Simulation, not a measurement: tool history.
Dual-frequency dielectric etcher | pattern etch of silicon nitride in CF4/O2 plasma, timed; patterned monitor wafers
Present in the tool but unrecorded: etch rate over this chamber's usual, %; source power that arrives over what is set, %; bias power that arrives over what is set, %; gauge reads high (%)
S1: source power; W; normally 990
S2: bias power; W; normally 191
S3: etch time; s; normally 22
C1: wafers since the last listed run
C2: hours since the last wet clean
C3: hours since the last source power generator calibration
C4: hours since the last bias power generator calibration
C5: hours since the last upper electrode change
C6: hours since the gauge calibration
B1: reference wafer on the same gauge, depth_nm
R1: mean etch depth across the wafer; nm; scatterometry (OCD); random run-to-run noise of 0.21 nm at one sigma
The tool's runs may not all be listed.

run	hour	S1	S2	S3	C1	C2	C3	C4	C5	C6	B1	R1
1	0	990	156	22	0	137.8	2908.4	1726.2	4481.4	561	78.1	74.6
2	100.1	990	156	22	1458	237.9	3008.5	1826.3	4581.5	661.1	78.1	74.8
3	190.3	990	191	22	1314	328.1	3098.7	1916.5	4671.7	751.3	78.1	81
4	271.1	990	191	22	1177	408.9	3179.5	1997.3	4752.5	832.1	78.1	81.3
5	398.7	990	191	22	1859	536.5	3307.1	2124.9	4880.1	959.7	78.2	81
# hour 418.6: bias power generator calibrated
# hour 466.8: wet clean of the chamber
# hour 481.3: source power generator calibrated
6	495.2	990	191	22	939	28.4	13.9	76.6	4976.6	1056.2	78.1	77.1
7	565.5	990	191	17.5	1024	98.7	84.2	146.9	5046.9	1126.5	78.1	61.7
8	602.7	990	191	17.5	542	135.9	121.4	184.1	5084.1	1163.7	78.1	61.7
9	665.6	990	191	22	916	198.8	184.3	247	5147	1226.6	78.1	77.5
# hour 694.2: gauge calibrated
10	710.3	900	174	17	651	243.5	229	291.7	5191.7	16.1	78.1	52.1
# hour 842.7: upper electrode replaced
11	885.5	990	224	26	2203	418.7	404.2	466.9	42.8	191.3	78.1	97.7
12	957.1	990	191	20	1043	490.3	475.8	538.5	114.4	262.9	78.1	70.9
13	1025.5	1230	191	24	996	558.7	544.2	606.9	182.8	331.3	78.1	106.7
14	1111.8	1210	212	16.5	1257	645	630.5	693.2	269.1	417.6	78.1	74.7
# hour 1165.7: wet clean of the chamber
15	1189.3	990	191	22	779	23.6	708	770.7	346.6	495.1	78.1	78
16	1269.7	990	191	22	1171	104	788.4	851.1	427	575.5	78.1	77.9
17	1333.1	850	222	26	923	167.4	851.8	914.5	490.4	638.9	78.1	83.5
18	1395.1	1230	191	22	903	229.4	913.8	976.5	552.4	700.9	78.1	98

Branching from run 18: 3 alternative next runs. What would each branch give?
A	1395.5	990	191	16	5	229.8	914.2	976.9	552.8	701.3	?	?
B	1395.5	900	206	22	5	229.8	914.2	976.9	552.8	701.3	?	?
C	1395.5	1080	217	16	5	229.8	914.2	976.9	552.8	701.3	?	?

run	B1	R1
A	78.1	56.9
B	78.1	72.8
C	78.1	65.5
The same runs, with their run-to-run variation unchanged, on a tool lacking any hidden condition would have given:
run	R1
A	56
B	71.8
C	64.5

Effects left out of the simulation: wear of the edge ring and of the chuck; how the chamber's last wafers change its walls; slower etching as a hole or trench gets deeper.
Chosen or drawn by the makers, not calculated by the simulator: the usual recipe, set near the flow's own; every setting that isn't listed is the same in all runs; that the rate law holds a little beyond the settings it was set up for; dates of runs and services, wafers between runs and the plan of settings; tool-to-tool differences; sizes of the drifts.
